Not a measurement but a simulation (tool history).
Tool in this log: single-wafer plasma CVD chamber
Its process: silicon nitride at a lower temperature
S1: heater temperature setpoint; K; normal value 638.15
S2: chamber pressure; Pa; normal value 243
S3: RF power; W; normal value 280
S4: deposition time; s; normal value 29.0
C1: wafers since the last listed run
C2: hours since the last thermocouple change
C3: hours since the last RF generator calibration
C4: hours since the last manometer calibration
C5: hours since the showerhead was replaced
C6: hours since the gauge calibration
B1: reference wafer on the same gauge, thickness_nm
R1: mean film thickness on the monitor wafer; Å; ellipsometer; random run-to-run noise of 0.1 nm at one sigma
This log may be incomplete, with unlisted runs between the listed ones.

Run 1, hour 0.0: usual settings; C1 0; C2 1873.9; C3 545.8; C4 703.7; C5 644.7; C6 3133.6; B1 35.819. Result: R1 308.82 Å.
Run 2, hour 70.6: usual settings; C1 1508; C2 1944.5; C3 616.4; C4 774.3; C5 715.3; C6 3204.2; B1 35.808. Result: R1 310.34 Å.
Run 3, hour 110.0: usual settings; C1 842; C2 1983.9; C3 655.8; C4 813.7; C5 754.7; C6 3243.6; B1 35.790. Result: R1 308.77 Å.
Run 4, hour 180.2: usual settings but S1 626.15 K, S2 269 Pa, S3 245 W, S4 31.8 s; C1 1500; C2 2054.1; C3 726.0; C4 883.9; C5 824.9; C6 3313.8; B1 35.839. Result: R1 312.18 Å.
Run 5, hour 274.3: usual settings but S1 630.15 K, S2 285 Pa, S3 310 W, S4 24.6 s; C1 2011; C2 2148.2; C3 820.1; C4 978.0; C5 919.0; C6 3407.9; B1 35.772. Result: R1 299.57 Å.
At hour 385.6: RF generator calibrated.
Run 6, hour 434.1: usual settings; C1 3244; C2 2308.0; C3 48.5; C4 1137.8; C5 1078.8; C6 3567.7; B1 35.795. Result: R1 312.99 Å.
At hour 518.0: thermocouple changed; heater temperature recalibrated.
Run 7, hour 528.0: usual settings but S1 644.15 K, S2 275 Pa; C1 1835; C2 10.0; C3 142.4; C4 1231.7; C5 1172.7; C6 3661.6; B1 35.819. Result: R1 325.59 Å.
Run 8, hour 577.0: usual settings but S1 629.15 K, S2 268 Pa, S3 230 W, S4 25.2 s; C1 1047; C2 59.0; C3 191.4; C4 1280.7; C5 1221.7; C6 3710.6; B1 35.779. Result: R1 234.98 Å.
Run 9, hour 621.1: usual settings but S1 623.15 K, S2 211 Pa, S3 325 W, S4 25.4 s; C1 942; C2 103.1; C3 235.5; C4 1324.8; C5 1265.8; C6 3754.7; B1 35.814. Result: R1 296.66 Å.
Run 10, hour 705.7: usual settings but S1 648.15 K; C1 1808; C2 187.7; C3 320.1; C4 1409.4; C5 1350.4; C6 3839.3; B1 35.810. Result: R1 310.29 Å.
Run 11, hour 785.5: usual settings but S2 269 Pa, S3 315 W; C1 1705; C2 267.5; C3 399.9; C4 1489.2; C5 1430.2; C6 3919.1; B1 35.822. Result: R1 354.89 Å.
Run 12, hour 853.0: usual settings but S1 633.15 K, S3 230 W, S4 27.0 s; C1 1442; C2 335.0; C3 467.4; C4 1556.7; C5 1497.7; C6 3986.6; B1 35.824. Result: R1 242.08 Å.
Run 13, hour 1044.8: usual settings but S2 201 Pa, S3 330 W, S4 33.9 s; C1 4099; C2 526.8; C3 659.2; C4 1748.5; C5 1689.5; C6 4178.4; B1 35.775. Result: R1 387.43 Å.
At hour 1082.0: capacitance manometer re-zeroed and calibrated.
Run 14, hour 1101.8: usual settings; C1 1047; C2 583.8; C3 716.2; C4 19.8; C5 1746.5; C6 4235.4; B1 35.801. Result: R1 306.75 Å.
Run 15, hour 1158.1: usual settings; C1 1203; C2 640.1; C3 772.5; C4 76.1; C5 1802.8; C6 4291.7; B1 35.815. Result: R1 306.46 Å.
At hour 1211.4: gauge calibrated.
Run 16, hour 1254.0: usual settings but S3 315 W; C1 2049; C2 736.0; C3 868.4; C4 172.0; C5 1898.7; C6 42.6; B1 35.802. Result: R1 335.99 Å.
At hour 1327.9: RF generator calibrated.
Run 17, hour 1443.7: usual settings but S1 643.15 K; C1 3883; C2 925.7; C3 115.8; C4 361.7; C5 2088.4; C6 232.3; B1 35.799. Result: R1 311.85 Å.
Run 18, hour 1509.7: usual settings but S1 649.15 K, S2 208 Pa, S4 26.2 s; C1 1410; C2 991.7; C3 181.8; C4 427.7; C5 2154.4; C6 298.3; B1 35.804. Result: R1 267.01 Å.
Run 19, hour 1563.7: usual settings but S1 649.15 K, S2 208 Pa, S4 26.2 s; C1 1154; C2 1045.7; C3 235.8; C4 481.7; C5 2208.4; C6 352.3; B1 35.800. Result: R1 266.92 Å.
Run 20, hour 1639.4: usual settings but S2 295 Pa; C1 1617; C2 1121.4; C3 311.5; C4 557.4; C5 2284.1; C6 428.0; B1 35.839. Result: R1 331.95 Å.
Run 21, hour 1723.3: usual settings; C1 1793; C2 1205.3; C3 395.4; C4 641.3; C5 2368.0; C6 511.9; B1 35.806. Result: R1 310.23 Å.
Run 22, hour 1820.8: usual settings but S1 631.15 K, S2 268 Pa, S3 225 W; C1 2083; C2 1302.8; C3 492.9; C4 738.8; C5 2465.5; C6 609.4; B1 35.810. Result: R1 263.59 Å.
Run 23, hour 1859.1: usual settings but S2 295 Pa, S3 245 W, S4 31.4 s; C1 818; C2 1341.1; C3 531.2; C4 777.1; C5 2503.8; C6 647.7; B1 35.797. Result: R1 315.84 Å.
Run 24, hour 1926.4: usual settings but S1 634.15 K, S2 293 Pa, S3 230 W, S4 24.0 s; C1 1438; C2 1408.4; C3 598.5; C4 844.4; C5 2571.1; C6 715.0; B1 35.795. Result: R1 227.68 Å.
Run 25, hour 1993.8: usual settings but S1 625.15 K, S2 285 Pa, S3 240 W, S4 25.3 s; C1 1440; C2 1475.8; C3 665.9; C4 911.8; C5 2638.5; C6 782.4; B1 35.839. Result: R1 248.08 Å.
Run 26, hour 2049.7: usual settings; C1 1194; C2 1531.7; C3 721.8; C4 967.7; C5 2694.4; C6 838.3; B1 35.822. Result: R1 307.58 Å.
At hour 2075.8: RF generator calibrated.
Run 27, hour 2139.5: usual settings but S1 629.15 K, S2 303 Pa; C1 1748; C2 1621.5; C3 63.7; C4 1057.5; C5 2784.2; C6 928.1; B1 35.795. Result: R1 338.33 Å.

Run by run, hidden condition taken away, random variation retained:
The tool's hidden condition here consists of: wafer temperature above the value expected at the setpoint (K); delivered RF power above the setpoint (%); true pressure above the setpoint (%); gauge reads high (%).
run      R1
  1  313.97
  2  316.16
  3  314.92
  4  319.31
  5  306.74
  6  315.08
  7  328.61
  8  237.70
  9  299.98
 10  314.73
 11  360.62
 12  246.96
 13  396.16
 14  314.73
 15  314.96
 16  345.86
 17  313.74
 18  269.12
 19  269.44
 20  335.79
 21  314.55
 22  268.38
 23  321.67
 24  232.57
 25  253.92
 26  314.80
 27  339.08
